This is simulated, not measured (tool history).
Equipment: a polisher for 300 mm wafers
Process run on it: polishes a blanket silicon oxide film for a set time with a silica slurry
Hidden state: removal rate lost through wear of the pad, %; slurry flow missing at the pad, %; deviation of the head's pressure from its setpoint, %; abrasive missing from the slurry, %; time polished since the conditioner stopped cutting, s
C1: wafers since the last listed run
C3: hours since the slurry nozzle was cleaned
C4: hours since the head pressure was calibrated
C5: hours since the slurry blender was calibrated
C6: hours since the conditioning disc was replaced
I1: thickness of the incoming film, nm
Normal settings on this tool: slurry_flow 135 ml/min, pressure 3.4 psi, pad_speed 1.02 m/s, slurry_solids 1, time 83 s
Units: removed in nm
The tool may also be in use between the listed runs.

Run 1, hour 0: usual settings; C1 0; wafers polished on this pad 1307; C3 315.3; C4 482; C5 193.5; C6 380.1; I1 1526.8. Result: removed 174.1 nm.
Run 2, hour 29: usual settings but slurry_solids 1.15; C1 287; wafers polished on this pad 1594; C3 344.3; C4 511; C5 222.5; C6 409.1; I1 1536.2. Result: removed 183.6 nm.
At hour 33.2: worn pad replaced by a new one.
Run 3, hour 58.4: usual settings but slurry_solids 1.15; C1 251; wafers polished on this pad 249; C3 373.7; C4 540.4; C5 251.9; C6 438.5; I1 1542.7. Result: removed 190.7 nm.
Run 4, hour 74.5: usual settings but time 105 s; C1 159; wafers polished on this pad 409; C3 389.8; C4 556.5; C5 268; C6 454.6; I1 1554. Result: removed 223.1 nm.
At hour 92: head pressure recalibrated.
Run 5, hour 102.3: usual settings but time 105 s; C1 255; wafers polished on this pad 664; C3 417.6; C4 10.3; C5 295.8; C6 482.4; I1 1554.2. Result: removed 216.9 nm.
At hour 119.4: slurry nozzle cleaned.
At hour 124.4: slurry blender recalibrated.
Run 6, hour 133.5: usual settings but time 105 s; C1 279; wafers polished on this pad 944; C3 14.1; C4 41.5; C5 9.1; C6 513.6; I1 1541.3. Result: removed 219.6 nm.
Run 7, hour 147.3: usual settings but pad_speed 0.94 m/s; C1 136; wafers polished on this pad 1080; C3 27.9; C4 55.3; C5 22.9; C6 527.4; I1 1573.7. Result: removed 165.3 nm.
Run 8, hour 177.9: usual settings but pad_speed 0.94 m/s; C1 303; wafers polished on this pad 1383; C3 58.5; C4 85.9; C5 53.5; C6 558; I1 1540.6. Result: removed 164.3 nm.
At hour 189.5: worn pad replaced by a new one.
At hour 190.3: conditioning disc replaced and pad reconditioned.
Run 9, hour 206: usual settings but pad_speed 0.94 m/s; C1 230; wafers polished on this pad 155; C3 86.6; C4 114; C5 81.6; C6 15.7; I1 1516.7. Result: removed 173.7 nm.
Run 10, hour 221.2: usual settings but slurry_flow 170 ml/min, pad_speed 0.66 m/s; C1 150; wafers polished on this pad 305; C3 101.8; C4 129.2; C5 96.8; C6 30.9; I1 1568.1. Result: removed 144.6 nm.
Run 11, hour 240.3: usual settings; C1 189; wafers polished on this pad 494; C3 120.9; C4 148.3; C5 115.9; C6 50; I1 1569.8. Result: removed 175.9 nm.
Run 12, hour 257.5: usual settings but time 98 s; C1 170; wafers polished on this pad 665; C3 138.1; C4 165.5; C5 133.1; C6 67.2; I1 1519. Result: removed 211 nm.
Run 13, hour 274.4: usual settings but pad_speed 1.22 m/s; C1 167; wafers polished on this pad 832; C3 155; C4 182.4; C5 150; C6 84.1; I1 1539.4. Result: removed 197.7 nm.
Run 14, hour 287.3: usual settings but pressure 2.3 psi, slurry_solids 1.25, time 100 s; C1 127; wafers polished on this pad 960; C3 167.9; C4 195.3; C5 162.9; C6 97; I1 1576.5. Result: removed 185.7 nm.
Run 15, hour 302.4: usual settings but pad_speed 0.84 m/s; C1 149; wafers polished on this pad 1110; C3 183; C4 210.4; C5 178; C6 112.1; I1 1546.9. Result: removed 154.6 nm.
Run 16, hour 315: usual settings; C1 124; wafers polished on this pad 1234; C3 195.6; C4 223; C5 190.6; C6 124.7; I1 1566.4. Result: removed 174.3 nm.
Run 17, hour 340: usual settings; C1 247; wafers polished on this pad 1482; C3 220.6; C4 248; C5 215.6; C6 149.7; I1 1576.8. Result: removed 173.5 nm.
At hour 347.4: worn pad replaced by a new one, of another model than before.
Run 18, hour 353.4: usual settings but slurry_flow 100 ml/min, pressure 4.1 psi, pad_speed 1.36 m/s, time 107 s; C1 93; wafers polished on this pad 59; C3 234; C4 261.4; C5 229; C6 163.1; I1 1549.3. Result: removed 304.2 nm.
Run 19, hour 387.4: usual settings but time 105 s; C1 336; wafers polished on this pad 396; C3 268; C4 295.4; C5 263; C6 197.1; I1 1568.5. Result: removed 222.8 nm.
At hour 411: slurry blender recalibrated.
Run 20, hour 421.9: usual settings but slurry_flow 170 ml/min, pad_speed 0.66 m/s; C1 321; wafers polished on this pad 718; C3 302.5; C4 329.9; C5 10.9; C6 231.6; I1 1547.7. Result: removed 122.2 nm.
At hour 463.4: slurry nozzle cleaned.
Run 21, hour 484.2: usual settings but slurry_solids 0.85; C1 607; wafers polished on this pad 1325; C3 20.8; C4 392.2; C5 73.2; C6 293.9; I1 1547.5. Result: removed 161 nm.
At hour 504.6: worn pad replaced by a new one.
Run 22, hour 505.1: usual settings but pressure 3.9 psi, pad_speed 0.8 m/s; C1 167; wafers polished on this pad 5; C3 41.7; C4 413.1; C5 94.1; C6 314.8; I1 1553.2. Result: removed 158.3 nm.
Run 23, hour 528.7: usual settings but time 103 s; C1 233; wafers polished on this pad 239; C3 65.3; C4 436.7; C5 117.7; C6 338.4; I1 1566.4. Result: removed 225.2 nm.
Run 24, hour 553.7: usual settings; C1 247; wafers polished on this pad 486; C3 90.3; C4 461.7; C5 142.7; C6 363.4; I1 1557.4. Result: removed 176.1 nm.
Run 25, hour 584: usual settings but pressure 4.3 psi; C1 300; wafers polished on this pad 786; C3 120.6; C4 492; C5 173; C6 393.7; I1 1526.7. Result: removed 196.2 nm.

Predict each of these 4 candidate next runs independently; none follows another, all start after run 25:
Run A, hour 584.5: usual settings but pad_speed 0.78 m/s; C1 4; wafers polished on this pad 791; C3 121.1; C4 492.5; C5 173.5; C6 394.2; I1 1533.1. Result: removed ?.
Run B, hour 584.5: usual settings but slurry_solids 1.3; C1 4; wafers polished on this pad 791; C3 121.1; C4 492.5; C5 173.5; C6 394.2; I1 1533.1. Result: removed ?.
Run C, hour 584.5: usual settings but pad_speed 1.36 m/s, slurry_solids 1.15, time 95 s; C1 4; wafers polished on this pad 791; C3 121.1; C4 492.5; C5 173.5; C6 394.2; I1 1533.1. Result: removed ?.
Run D, hour 584.5: usual settings but slurry_flow 105 ml/min, pressure 2.7 psi; C1 4; wafers polished on this pad 791; C3 121.1; C4 492.5; C5 173.5; C6 394.2; I1 1533.1. Result: removed ?.

run  removed
  A    136.6
  B    194.7
  C    275.5
  D    149.8
With the hidden condition removed and each run's random variation left untouched, the same runs would have given:
run  removed
  A    144.9
  B    206.6
  C    292.3
  D      159
